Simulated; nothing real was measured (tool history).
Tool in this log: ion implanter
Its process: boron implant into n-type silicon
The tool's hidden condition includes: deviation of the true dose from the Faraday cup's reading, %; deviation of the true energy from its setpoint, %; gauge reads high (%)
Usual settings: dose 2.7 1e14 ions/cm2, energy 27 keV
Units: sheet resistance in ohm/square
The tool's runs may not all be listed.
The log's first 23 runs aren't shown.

| run | hour | dose | energy | wafers since the last listed run | hours since the last dose calibration | hours since the extraction supply was calibrated | hours since the gauge calibration | read-back reference wafer on the same gauge, sheet resistance | sheet resistance |
|---|---|---|---|---|---|---|---|---|---|
| 24 | 1800.8 | 2.99 | 34 | 950 | 2178.6 | 689 | 924.1 | 307.01 | 300.7 |
| 25 | 1878.7 | 2.7 | 27 | 1429 | 2256.5 | 766.9 | 1002 | 307.05 | 334.77 |
| 26 | 1924.1 | 3.27 | 27 | 832 | 2301.9 | 812.3 | 1047.4 | 306.79 | 286.46 |
|  | 1940.8 | Faraday cup replaced and dose calibrated |
| 27 | 1967.2 | 2.7 | 27 | 643 | 26.4 | 855.4 | 1090.5 | 307.06 | 333.34 |
| 28 | 2060.3 | 2.7 | 32 | 1707 | 119.5 | 948.5 | 1183.6 | 306.8 | 327.19 |
| 29 | 2117.2 | 2.13 | 27 | 1043 | 176.4 | 1005.4 | 1240.5 | 306.77 | 404.71 |
| 30 | 2193.4 | 2.7 | 21.5 | 1397 | 252.6 | 1081.6 | 1316.7 | 306.9 | 342.71 |
| 31 | 2274 | 2.41 | 31.5 | 1478 | 333.2 | 1162.2 | 1397.3 | 307.19 | 361.24 |
| 32 | 2333.3 | 2.7 | 27 | 1087 | 392.5 | 1221.5 | 1456.6 | 306.94 | 333.63 |
| 33 | 2439 | 2.7 | 19 | 1938 | 498.2 | 1327.2 | 1562.3 | 307.23 | 348.67 |
| 34 | 2483 | 1.98 | 21.5 | 807 | 542.2 | 1371.2 | 1606.3 | 306.99 | 442 |
| 35 | 2585.3 | 2.7 | 27 | 1876 | 644.5 | 1473.5 | 1708.6 | 307.13 | 330.39 |
| 36 | 2667.9 | 2.1 | 27 | 1515 | 727.1 | 1556.1 | 1791.2 | 306.97 | 407.57 |

Alternative continuations, all from the tool just after run 36; predict every row:
| A | 2668.3 | 2.7 | 27 | 7 | 727.5 | 1556.5 | 1791.6 | ? | ? |
| B | 2668.3 | 2.4 | 33.5 | 7 | 727.5 | 1556.5 | 1791.6 | ? | ? |
| C | 2668.3 | 3.42 | 30.5 | 7 | 727.5 | 1556.5 | 1791.6 | ? | ? |
| D | 2668.3 | 3.21 | 30.5 | 7 | 727.5 | 1556.5 | 1791.6 | ? | ? |
| E | 2668.3 | 3.06 | 31.5 | 7 | 727.5 | 1556.5 | 1791.6 | ? | ? |

| run | read-back reference wafer on the same gauge, sheet resistance | sheet resistance |
|---|---|---|
| A | 306.95 | 332.66 |
| B | 306.95 | 356.93 |
| C | 306.95 | 270.86 |
| D | 306.95 | 285.28 |
| E | 306.95 | 295.61 |
Had the tool no hidden state, the same runs would have come out as:
| run | sheet resistance |
|---|---|
| A | 332.66 |
| B | 356.93 |
| C | 270.86 |
| D | 285.28 |
| E | 295.61 |
